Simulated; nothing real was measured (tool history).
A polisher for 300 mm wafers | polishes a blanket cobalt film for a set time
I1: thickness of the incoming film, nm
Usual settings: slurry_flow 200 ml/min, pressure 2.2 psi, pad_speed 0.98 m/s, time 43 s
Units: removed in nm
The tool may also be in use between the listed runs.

Run 1, hour 0: usual settings but pressure 2.7 psi, pad_speed 0.72 m/s; I1 660.7. Result: removed 173.8 nm.
Run 2, hour 52.1: usual settings but pressure 2.7 psi, pad_speed 0.72 m/s; I1 642.9. Result: removed 175.7 nm.
At hour 85.8: worn pad replaced by a new one.
Run 3, hour 112.7: usual settings; I1 653.4. Result: removed 202.7 nm.
Run 4, hour 204.3: usual settings; I1 652.3. Result: removed 198.9 nm.
Run 5, hour 294.2: usual settings; I1 651. Result: removed 192.6 nm.
At hour 331.3: head pressure recalibrated.
Run 6, hour 336.1: usual settings but pad_speed 1.04 m/s; I1 640.9. Result: removed 200 nm.
At hour 360.3: worn pad replaced by a new one.
Run 7, hour 432.5: usual settings but time 40 s; I1 648.8. Result: removed 188.1 nm.
Run 8, hour 469.9: usual settings but time 40 s; I1 655.7. Result: removed 186 nm.
At hour 476.2: slurry nozzle cleaned.
Run 9, hour 525.2: usual settings but time 40 s; I1 654.6. Result: removed 179.7 nm.
Run 10, hour 607.9: usual settings but pressure 1.8 psi; I1 652. Result: removed 155.9 nm.
At hour 705.4: worn pad replaced by a new one.
Run 11, hour 712.9: usual settings but pressure 1.9 psi, pad_speed 0.84 m/s; I1 660.5. Result: removed 158.5 nm.
At hour 928.7: head pressure recalibrated.
At hour 1012.5: worn pad replaced by a new one, of another model than before.
Run 12, hour 1013: usual settings; I1 644.6. Result: removed 210.5 nm.
At hour 1030.5: slurry nozzle cleaned.
Run 13, hour 1062.7: usual settings but slurry_flow 220 ml/min, pressure 1.7 psi, pad_speed 1.2 m/s, time 37 s; I1 648.4. Result: removed 165.1 nm.
Run 14, hour 1100.5: usual settings but pad_speed 1.24 m/s; I1 638. Result: removed 223.1 nm.
Run 15, hour 1138.4: usual settings; I1 660.5. Result: removed 199.2 nm.
Run 16, hour 1193.7: usual settings but pressure 1.6 psi; I1 661.4. Result: removed 157.9 nm.
Run 17, hour 1262.2: usual settings but slurry_flow 180 ml/min, pressure 2.7 psi, time 51 s; I1 645.4. Result: removed 252.9 nm.
At hour 1354.7: worn pad replaced by a new one.
Run 18, hour 1355.2: usual settings but pressure 1.9 psi; I1 662.3. Result: removed 189.3 nm.
Run 19, hour 1446.2: usual settings but slurry_flow 220 ml/min, pad_speed 0.86 m/s, time 53 s; I1 649.2. Result: removed 232.8 nm.
At hour 1548.3: head pressure recalibrated.
Run 20, hour 1552.2: usual settings but pad_speed 1.32 m/s, time 36 s; I1 647.9. Result: removed 185.8 nm.

Forecast each of these 3 alternatives for the next run:
Run A, hour 1552.6: usual settings; I1 652.7. Result: removed ?.
Run B, hour 1552.6: usual settings but pad_speed 1.22 m/s; I1 652.7. Result: removed ?.
Run C, hour 1552.6: usual settings but time 36 s; I1 652.7. Result: removed ?.

run  removed
  A    190.3
  B    210.7
  C    159.3
Without the tool's hidden state the same runs would have given:
run  removed
  A    209.2
  B    231.7
  C    175.2
